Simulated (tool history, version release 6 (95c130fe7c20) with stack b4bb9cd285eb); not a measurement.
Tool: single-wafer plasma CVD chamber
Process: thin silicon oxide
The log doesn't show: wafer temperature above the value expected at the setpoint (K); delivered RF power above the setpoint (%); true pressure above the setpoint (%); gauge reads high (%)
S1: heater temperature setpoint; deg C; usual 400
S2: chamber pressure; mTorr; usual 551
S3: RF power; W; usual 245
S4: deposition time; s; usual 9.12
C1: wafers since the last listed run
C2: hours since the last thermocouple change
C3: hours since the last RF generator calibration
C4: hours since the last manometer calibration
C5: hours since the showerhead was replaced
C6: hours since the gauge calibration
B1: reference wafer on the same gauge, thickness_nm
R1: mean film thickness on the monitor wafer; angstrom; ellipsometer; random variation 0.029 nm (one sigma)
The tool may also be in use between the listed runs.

{"run": 1, "hour": 0.0, "S1": 400, "S2": 551, "S3": 245, "S4": 9.12, "C1": 0, "C2": 1645.5, "C3": 1088.4, "C4": 284.0, "C5": 6869.6, "C6": 465.6, "B1": 9.701, "R1": 104.12}
{"run": 2, "hour": 47.5, "S1": 400, "S2": 551, "S3": 245, "S4": 9.12, "C1": 2109, "C2": 1693.0, "C3": 1135.9, "C4": 331.5, "C5": 6917.1, "C6": 513.1, "B1": 9.697, "R1": 104.78}
{"run": 3, "hour": 82.5, "S1": 400, "S2": 551, "S3": 245, "S4": 9.12, "C1": 1554, "C2": 1728.0, "C3": 1170.9, "C4": 366.5, "C5": 6952.1, "C6": 548.1, "B1": 9.704, "R1": 104.17}
{"run": 4, "hour": 127.1, "S1": 400, "S2": 480, "S3": 235, "S4": 9.12, "C1": 1980, "C2": 1772.6, "C3": 1215.5, "C4": 411.1, "C5": 6996.7, "C6": 592.7, "B1": 9.705, "R1": 89.63}
{"run": 5, "hour": 191.8, "S1": 400, "S2": 480, "S3": 235, "S4": 9.12, "C1": 2873, "C2": 1837.3, "C3": 1280.2, "C4": 475.8, "C5": 7061.4, "C6": 657.4, "B1": 9.702, "R1": 88.63}
{"run": 6, "hour": 256.1, "S1": 400, "S2": 551, "S3": 245, "S4": 9.12, "C1": 2855, "C2": 1901.6, "C3": 1344.5, "C4": 540.1, "C5": 7125.7, "C6": 721.7, "B1": 9.702, "R1": 104.06}
{"run": 7, "hour": 317.3, "S1": 400, "S2": 502, "S3": 245, "S4": 9.12, "C1": 2718, "C2": 1962.8, "C3": 1405.7, "C4": 601.3, "C5": 7186.9, "C6": 782.9, "B1": 9.7, "R1": 95.12}
{"run": 8, "hour": 378.6, "S1": 400, "S2": 551, "S3": 245, "S4": 9.12, "C1": 2722, "C2": 2024.1, "C3": 1467.0, "C4": 662.6, "C5": 7248.2, "C6": 844.2, "B1": 9.699, "R1": 104.11}
{"run": 9, "hour": 423.7, "S1": 400, "S2": 551, "S3": 245, "S4": 9.12, "C1": 2003, "C2": 2069.2, "C3": 1512.1, "C4": 707.7, "C5": 7293.3, "C6": 889.3, "B1": 9.704, "R1": 104.05}
{"run": 10, "hour": 493.4, "S1": 400, "S2": 551, "S3": 245, "S4": 9.12, "C1": 3095, "C2": 2138.9, "C3": 1581.8, "C4": 777.4, "C5": 7363.0, "C6": 959.0, "B1": 9.704, "R1": 103.77}
{"run": 11, "hour": 540.3, "S1": 400, "S2": 551, "S3": 245, "S4": 9.12, "C1": 2083, "C2": 2185.8, "C3": 1628.7, "C4": 824.3, "C5": 7409.9, "C6": 1005.9, "B1": 9.696, "R1": 103.43}
{"run": 12, "hour": 597.6, "S1": 400, "S2": 480, "S3": 235, "S4": 9.12, "C1": 2545, "C2": 2243.1, "C3": 1686.0, "C4": 881.6, "C5": 7467.2, "C6": 1063.2, "B1": 9.698, "R1": 89.2}
{"run": 13, "hour": 626.5, "S1": 414, "S2": 500, "S3": 275, "S4": 8.54, "C1": 1283, "C2": 2272.0, "C3": 1714.9, "C4": 910.5, "C5": 7496.1, "C6": 1092.1, "B1": 9.699, "R1": 92.24}
{"hour": 669.2, "done": "showerhead replaced"}
{"hour": 673.9, "done": "thermocouple changed; heater temperature recalibrated"}
{"hour": 679.5, "done": "RF generator calibrated"}
{"run": 14, "hour": 734.1, "S1": 415, "S2": 551, "S3": 245, "S4": 7.46, "C1": 3965, "C2": 60.2, "C3": 54.6, "C4": 1018.1, "C5": 64.9, "C6": 1199.7, "B1": 9.697, "R1": 85.87}
{"run": 15, "hour": 797.0, "S1": 400, "S2": 551, "S3": 245, "S4": 9.12, "C1": 2793, "C2": 123.1, "C3": 117.5, "C4": 1081.0, "C5": 127.8, "C6": 1262.6, "B1": 9.702, "R1": 106.19}
{"hour": 817.0, "done": "gauge calibrated"}
{"run": 16, "hour": 855.1, "S1": 400, "S2": 551, "S3": 245, "S4": 9.12, "C1": 2580, "C2": 181.2, "C3": 175.6, "C4": 1139.1, "C5": 185.9, "C6": 38.1, "B1": 9.697, "R1": 106.19}
{"hour": 874.4, "done": "capacitance manometer re-zeroed and calibrated"}
{"run": 17, "hour": 895.4, "S1": 400, "S2": 551, "S3": 245, "S4": 9.12, "C1": 1434, "C2": 221.5, "C3": 215.9, "C4": 21.0, "C5": 226.2, "C6": 78.4, "B1": 9.703, "R1": 106.19}
{"run": 18, "hour": 936.4, "S1": 400, "S2": 551, "S3": 245, "S4": 9.12, "C1": 1821, "C2": 262.5, "C3": 256.9, "C4": 62.0, "C5": 267.2, "C6": 119.4, "B1": 9.704, "R1": 105.74}
{"run": 19, "hour": 975.4, "S1": 400, "S2": 551, "S3": 245, "S4": 9.12, "C1": 1732, "C2": 301.5, "C3": 295.9, "C4": 101.0, "C5": 306.2, "C6": 158.4, "B1": 9.705, "R1": 105.41}
{"run": 20, "hour": 1010.8, "S1": 400, "S2": 551, "S3": 245, "S4": 7.4, "C1": 1572, "C2": 336.9, "C3": 331.3, "C4": 136.4, "C5": 341.6, "C6": 193.8, "B1": 9.694, "R1": 85.57}
{"run": 21, "hour": 1100.2, "S1": 400, "S2": 551, "S3": 285, "S4": 7.34, "C1": 3970, "C2": 426.3, "C3": 420.7, "C4": 225.8, "C5": 431.0, "C6": 283.2, "B1": 9.703, "R1": 90.65}
{"run": 22, "hour": 1154.7, "S1": 400, "S2": 682, "S3": 290, "S4": 8.28, "C1": 2420, "C2": 480.8, "C3": 475.2, "C4": 280.3, "C5": 485.5, "C6": 337.7, "B1": 9.703, "R1": 126.7}
{"run": 23, "hour": 1213.8, "S1": 400, "S2": 626, "S3": 295, "S4": 9.12, "C1": 2624, "C2": 539.9, "C3": 534.3, "C4": 339.4, "C5": 544.6, "C6": 396.8, "B1": 9.698, "R1": 128.73}
{"run": 24, "hour": 1254.2, "S1": 400, "S2": 551, "S3": 245, "S4": 9.12, "C1": 1794, "C2": 580.3, "C3": 574.7, "C4": 379.8, "C5": 585.0, "C6": 437.2, "B1": 9.703, "R1": 104.85}
{"run": 25, "hour": 1312.7, "S1": 414, "S2": 551, "S3": 245, "S4": 9.67, "C1": 2598, "C2": 638.8, "C3": 633.2, "C4": 438.3, "C5": 643.5, "C6": 495.7, "B1": 9.698, "R1": 109.99}
{"run": 26, "hour": 1379.4, "S1": 400, "S2": 447, "S3": 285, "S4": 9.12, "C1": 2962, "C2": 705.5, "C3": 699.9, "C4": 505.0, "C5": 710.2, "C6": 562.4, "B1": 9.696, "R1": 91.39}
{"run": 27, "hour": 1429.7, "S1": 400, "S2": 551, "S3": 245, "S4": 9.96, "C1": 2234, "C2": 755.8, "C3": 750.2, "C4": 555.3, "C5": 760.5, "C6": 612.7, "B1": 9.7, "R1": 113.38}
{"run": 28, "hour": 1467.5, "S1": 386, "S2": 511, "S3": 245, "S4": 9.12, "C1": 1678, "C2": 793.6, "C3": 788.0, "C4": 593.1, "C5": 798.3, "C6": 650.5, "B1": 9.698, "R1": 97.46}

The same runs without the tool's hidden state, with the same run-to-run variation:
run=1 R1=107.32
run=2 R1=108.05
run=3 R1=107.46
run=4 R1=92.49
run=5 R1=91.51
run=6 R1=107.49
run=7 R1=98.30
run=8 R1=107.63
run=9 R1=107.59
run=10 R1=107.34
run=11 R1=107.02
run=12 R1=92.31
run=13 R1=95.28
run=14 R1=86.55
run=15 R1=107.35
run=16 R1=107.63
run=17 R1=107.82
run=18 R1=107.54
run=19 R1=107.36
run=20 R1=87.26
run=21 R1=92.52
run=22 R1=129.47
run=23 R1=131.73
run=24 R1=107.67
run=25 R1=113.10
run=26 R1=93.88
run=27 R1=116.86
run=28 R1=100.52
